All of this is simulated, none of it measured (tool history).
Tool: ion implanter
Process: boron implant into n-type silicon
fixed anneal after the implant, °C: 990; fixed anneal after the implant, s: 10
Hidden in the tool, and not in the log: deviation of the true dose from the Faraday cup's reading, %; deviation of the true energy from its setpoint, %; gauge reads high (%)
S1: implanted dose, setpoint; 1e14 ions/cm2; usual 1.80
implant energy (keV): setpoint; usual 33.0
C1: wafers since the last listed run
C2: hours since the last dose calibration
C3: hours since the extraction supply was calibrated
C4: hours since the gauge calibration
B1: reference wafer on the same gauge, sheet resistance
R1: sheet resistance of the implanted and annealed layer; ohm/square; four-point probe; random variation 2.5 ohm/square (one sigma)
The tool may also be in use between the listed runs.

{"run": 1, "hour": 0.0, "S1": 1.8, "implant energy (keV)": 39.0, "C1": 0, "C2": 555.7, "C3": 4745.7, "C4": 349.7, "B1": 390.98, "R1": 457.99}
{"run": 2, "hour": 17.2, "S1": 1.8, "implant energy (keV)": 39.0, "C1": 270, "C2": 572.9, "C3": 4762.9, "C4": 366.9, "B1": 391.66, "R1": 457.88}
{"run": 3, "hour": 44.3, "S1": 1.8, "implant energy (keV)": 30.0, "C1": 425, "C2": 600.0, "C3": 4790.0, "C4": 394.0, "B1": 391.3, "R1": 477.44}
{"run": 4, "hour": 59.0, "S1": 1.8, "implant energy (keV)": 30.0, "C1": 230, "C2": 614.7, "C3": 4804.7, "C4": 408.7, "B1": 390.83, "R1": 475.66}
{"run": 5, "hour": 79.7, "S1": 1.8, "implant energy (keV)": 30.0, "C1": 324, "C2": 635.4, "C3": 4825.4, "C4": 429.4, "B1": 390.51, "R1": 477.32}
{"hour": 106.0, "done": "Faraday cup replaced and dose calibrated"}
{"run": 6, "hour": 113.3, "S1": 1.8, "implant energy (keV)": 33.0, "C1": 401, "C2": 7.3, "C3": 4859.0, "C4": 463.0, "B1": 391.53, "R1": 459.72}
{"run": 7, "hour": 149.1, "S1": 1.8, "implant energy (keV)": 33.0, "C1": 562, "C2": 43.1, "C3": 4894.8, "C4": 498.8, "B1": 391.52, "R1": 458.72}
{"run": 8, "hour": 166.1, "S1": 2.17, "implant energy (keV)": 33.0, "C1": 266, "C2": 60.1, "C3": 4911.8, "C4": 515.8, "B1": 390.44, "R1": 403.5}
{"run": 9, "hour": 191.1, "S1": 2.17, "implant energy (keV)": 33.0, "C1": 392, "C2": 85.1, "C3": 4936.8, "C4": 540.8, "B1": 391.2, "R1": 404.3}
{"run": 10, "hour": 218.0, "S1": 2.17, "implant energy (keV)": 33.0, "C1": 422, "C2": 112.0, "C3": 4963.7, "C4": 567.7, "B1": 391.09, "R1": 405.73}
{"run": 11, "hour": 239.2, "S1": 1.95, "implant energy (keV)": 33.0, "C1": 332, "C2": 133.2, "C3": 4984.9, "C4": 588.9, "B1": 391.06, "R1": 435.47}
{"run": 12, "hour": 252.7, "S1": 1.95, "implant energy (keV)": 33.0, "C1": 211, "C2": 146.7, "C3": 4998.4, "C4": 602.4, "B1": 390.85, "R1": 437.38}
{"run": 13, "hour": 270.1, "S1": 1.8, "implant energy (keV)": 33.0, "C1": 273, "C2": 164.1, "C3": 5015.8, "C4": 619.8, "B1": 391.07, "R1": 463.48}
{"run": 14, "hour": 287.8, "S1": 1.67, "implant energy (keV)": 37.0, "C1": 277, "C2": 181.8, "C3": 5033.5, "C4": 637.5, "B1": 391.02, "R1": 476.39}
{"run": 15, "hour": 311.1, "S1": 1.67, "implant energy (keV)": 37.0, "C1": 365, "C2": 205.1, "C3": 5056.8, "C4": 660.8, "B1": 390.92, "R1": 474.46}
{"run": 16, "hour": 327.6, "S1": 1.67, "implant energy (keV)": 37.0, "C1": 259, "C2": 221.6, "C3": 5073.3, "C4": 677.3, "B1": 391.23, "R1": 478.39}
{"run": 17, "hour": 362.2, "S1": 1.8, "implant energy (keV)": 33.0, "C1": 543, "C2": 256.2, "C3": 5107.9, "C4": 711.9, "B1": 391.75, "R1": 463.9}
{"hour": 366.1, "done": "gauge calibrated"}
{"run": 18, "hour": 396.5, "S1": 1.8, "implant energy (keV)": 33.0, "C1": 538, "C2": 290.5, "C3": 5142.2, "C4": 30.4, "B1": 391.19, "R1": 464.95}
{"run": 19, "hour": 430.7, "S1": 2.15, "implant energy (keV)": 33.0, "C1": 536, "C2": 324.7, "C3": 5176.4, "C4": 64.6, "B1": 391.05, "R1": 411.8}
{"run": 20, "hour": 448.3, "S1": 2.01, "implant energy (keV)": 37.5, "C1": 276, "C2": 342.3, "C3": 5194.0, "C4": 82.2, "B1": 390.91, "R1": 425.34}
{"run": 21, "hour": 464.6, "S1": 1.8, "implant energy (keV)": 33.0, "C1": 255, "C2": 358.6, "C3": 5210.3, "C4": 98.5, "B1": 391.02, "R1": 467.85}
{"run": 22, "hour": 482.4, "S1": 1.8, "implant energy (keV)": 33.0, "C1": 279, "C2": 376.4, "C3": 5228.1, "C4": 116.3, "B1": 390.73, "R1": 467.89}
{"run": 23, "hour": 500.3, "S1": 1.8, "implant energy (keV)": 33.0, "C1": 281, "C2": 394.3, "C3": 5246.0, "C4": 134.2, "B1": 391.43, "R1": 467.94}
{"run": 24, "hour": 520.4, "S1": 1.56, "implant energy (keV)": 44.0, "C1": 315, "C2": 414.4, "C3": 5266.1, "C4": 154.3, "B1": 391.53, "R1": 492.08}
{"run": 25, "hour": 598.1, "S1": 2.25, "implant energy (keV)": 25.0, "C1": 1219, "C2": 492.1, "C3": 5343.8, "C4": 232.0, "B1": 390.67, "R1": 414.4}
{"run": 26, "hour": 633.0, "S1": 1.44, "implant energy (keV)": 22.0, "C1": 547, "C2": 527.0, "C3": 5378.7, "C4": 266.9, "B1": 390.95, "R1": 588.67}
{"hour": 695.4, "done": "extraction supply calibrated"}
{"run": 27, "hour": 722.6, "S1": 1.8, "implant energy (keV)": 33.0, "C1": 1281, "C2": 616.6, "C3": 27.2, "C4": 356.5, "B1": 390.82, "R1": 468.03}
{"run": 28, "hour": 756.3, "S1": 1.8, "implant energy (keV)": 33.0, "C1": 529, "C2": 650.3, "C3": 60.9, "C4": 390.2, "B1": 390.68, "R1": 471.56}
{"run": 29, "hour": 789.2, "S1": 1.43, "implant energy (keV)": 25.5, "C1": 516, "C2": 683.2, "C3": 93.8, "C4": 423.1, "B1": 391.1, "R1": 584.87}
{"hour": 810.3, "done": "Faraday cup replaced and dose calibrated"}
{"run": 30, "hour": 816.3, "S1": 2.1, "implant energy (keV)": 37.5, "C1": 299, "C2": 6.0, "C3": 120.9, "C4": 450.2, "B1": 390.63, "R1": 401.07}
{"run": 31, "hour": 828.6, "S1": 1.97, "implant energy (keV)": 36.5, "C1": 193, "C2": 18.3, "C3": 133.2, "C4": 462.5, "B1": 390.86, "R1": 422.36}
{"run": 32, "hour": 847.9, "S1": 2.3, "implant energy (keV)": 30.0, "C1": 303, "C2": 37.6, "C3": 152.5, "C4": 481.8, "B1": 390.29, "R1": 391.07}
{"run": 33, "hour": 879.4, "S1": 1.39, "implant energy (keV)": 26.5, "C1": 494, "C2": 69.1, "C3": 184.0, "C4": 513.3, "B1": 391.52, "R1": 564.1}
{"run": 34, "hour": 893.7, "S1": 1.8, "implant energy (keV)": 33.0, "C1": 224, "C2": 83.4, "C3": 198.3, "C4": 527.6, "B1": 391.22, "R1": 454.28}
{"run": 35, "hour": 926.4, "S1": 1.8, "implant energy (keV)": 33.0, "C1": 513, "C2": 116.1, "C3": 231.0, "C4": 560.3, "B1": 390.74, "R1": 456.16}
{"run": 36, "hour": 943.4, "S1": 1.8, "implant energy (keV)": 37.0, "C1": 266, "C2": 133.1, "C3": 248.0, "C4": 577.3, "B1": 390.8, "R1": 451.24}
{"run": 37, "hour": 1015.0, "S1": 2.01, "implant energy (keV)": 33.0, "C1": 1124, "C2": 204.7, "C3": 319.6, "C4": 648.9, "B1": 390.82, "R1": 420.86}
{"run": 38, "hour": 1034.9, "S1": 1.8, "implant energy (keV)": 33.0, "C1": 312, "C2": 224.6, "C3": 339.5, "C4": 668.8, "B1": 390.43, "R1": 463.6}

What the log doesn't show, run by run:
deviation of the true energy from its setpoint, %: 0 in every run
gauge reads high (%): 0 in every run
H1: deviation of the true dose from the Faraday cup's reading, %
run=1 H1=-3.98
run=2 H1=-4.1
run=3 H1=-4.29
run=4 H1=-4.4
run=5 H1=-4.54
run=6 H1=-0.737
run=7 H1=-0.99
run=8 H1=-1.11
run=9 H1=-1.29
run=10 H1=-1.48
run=11 H1=-1.63
run=12 H1=-1.72
run=13 H1=-1.84
run=14 H1=-1.97
run=15 H1=-2.13
run=16 H1=-2.25
run=17 H1=-2.49
run=18 H1=-2.74
run=19 H1=-2.98
run=20 H1=-3.1
run=21 H1=-3.22
run=22 H1=-3.34
run=23 H1=-3.47
run=24 H1=-3.61
run=25 H1=-4.16
run=26 H1=-4.4
run=27 H1=-5.04
run=28 H1=-5.27
run=29 H1=-5.51
run=30 H1=0.0619
run=31 H1=-0.0249
run=32 H1=-0.161
run=33 H1=-0.383
run=34 H1=-0.484
run=35 H1=-0.715
run=36 H1=-0.835
run=37 H1=-1.34
run=38 H1=-1.48

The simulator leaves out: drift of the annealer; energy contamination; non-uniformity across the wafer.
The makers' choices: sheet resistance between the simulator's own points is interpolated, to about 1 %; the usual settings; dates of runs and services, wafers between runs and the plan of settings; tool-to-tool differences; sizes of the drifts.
